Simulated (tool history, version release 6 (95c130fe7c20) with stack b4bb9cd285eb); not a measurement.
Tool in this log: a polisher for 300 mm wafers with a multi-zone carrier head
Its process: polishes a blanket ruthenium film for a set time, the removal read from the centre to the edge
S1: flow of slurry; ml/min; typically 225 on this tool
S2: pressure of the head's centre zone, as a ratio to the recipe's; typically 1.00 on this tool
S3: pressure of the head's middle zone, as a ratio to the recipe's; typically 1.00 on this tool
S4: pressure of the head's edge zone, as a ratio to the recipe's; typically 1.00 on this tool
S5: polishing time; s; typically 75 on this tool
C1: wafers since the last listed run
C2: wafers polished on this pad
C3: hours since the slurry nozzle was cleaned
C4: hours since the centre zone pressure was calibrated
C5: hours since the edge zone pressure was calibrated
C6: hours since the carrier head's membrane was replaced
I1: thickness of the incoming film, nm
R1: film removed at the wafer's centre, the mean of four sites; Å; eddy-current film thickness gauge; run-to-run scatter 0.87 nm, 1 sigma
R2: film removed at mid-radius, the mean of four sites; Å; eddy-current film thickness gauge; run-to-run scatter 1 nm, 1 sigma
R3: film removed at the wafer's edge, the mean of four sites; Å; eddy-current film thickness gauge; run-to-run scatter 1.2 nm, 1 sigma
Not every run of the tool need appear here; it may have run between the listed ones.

run,hour,S1,S2,S3,S4,S5,C1,C2,C3,C4,C5,C6,I1,R1,R2,R3
1,0.0,225,1.00,1.00,1.04,75,0,346,380.2,1323.5,607.1,1003.5,396.1,1159,1138,1181
2,15.6,225,1.00,1.00,1.04,75,104,451,395.8,1339.1,622.7,1019.1,392.3,1156,1131,1171
3,27.7,225,1.00,1.00,1.00,75,81,532,407.9,1351.2,634.8,1031.2,391.8,1141,1134,1143
4,49.7,225,0.97,1.00,1.00,59,147,680,429.9,1373.2,656.8,1053.2,388.0,878,882,890
5,79.2,225,0.97,1.00,1.00,59,198,878,459.4,1402.7,686.3,1082.7,398.2,874,866,886
# hour 100.6: worn pad replaced by a new one
6,101.1,225,1.00,1.00,0.93,75,120,3,481.3,1424.6,708.2,1104.6,387.8,1206,1172,1141
7,123.2,225,1.00,1.00,0.93,75,148,151,503.4,1446.7,730.3,1126.7,384.5,1174,1173,1130
8,144.5,225,1.00,1.00,0.93,75,143,294,524.7,1468.0,751.6,1148.0,389.1,1171,1119,1097
9,160.8,225,1.00,1.00,1.00,75,109,404,541.0,1484.3,767.9,1164.3,390.5,1146,1132,1143
10,179.4,225,1.00,1.00,1.00,75,124,528,559.6,1502.9,786.5,1182.9,394.9,1148,1123,1126
11,192.2,225,1.00,1.00,1.06,75,85,614,572.4,1515.7,799.3,1195.7,385.9,1146,1102,1151
# hour 202.3: carrier head's membrane replaced by a new one
# hour 222.4: worn pad replaced by a new one
12,222.9,180,1.00,1.05,1.00,96,145,3,603.1,1546.4,830.0,20.6,383.3,1509,1514,1514
13,239.5,275,1.00,1.00,1.00,75,111,114,619.7,1563.0,846.6,37.2,391.1,1214,1190,1231

Run 14 comes next. What will it give?
# hour 261.4: centre zone pressure recalibrated
14,274.4,225,1.00,0.91,1.00,75,220,335,654.6,13.0,881.5,72.1,390.4,?,?,?

Run 14 produced R1 1157 Å, R2 1039 Å, R3 1140 Å.
With no hidden state in the tool, this same run would have given R1 1213 Å, R2 1090 Å, R3 1196 Å.

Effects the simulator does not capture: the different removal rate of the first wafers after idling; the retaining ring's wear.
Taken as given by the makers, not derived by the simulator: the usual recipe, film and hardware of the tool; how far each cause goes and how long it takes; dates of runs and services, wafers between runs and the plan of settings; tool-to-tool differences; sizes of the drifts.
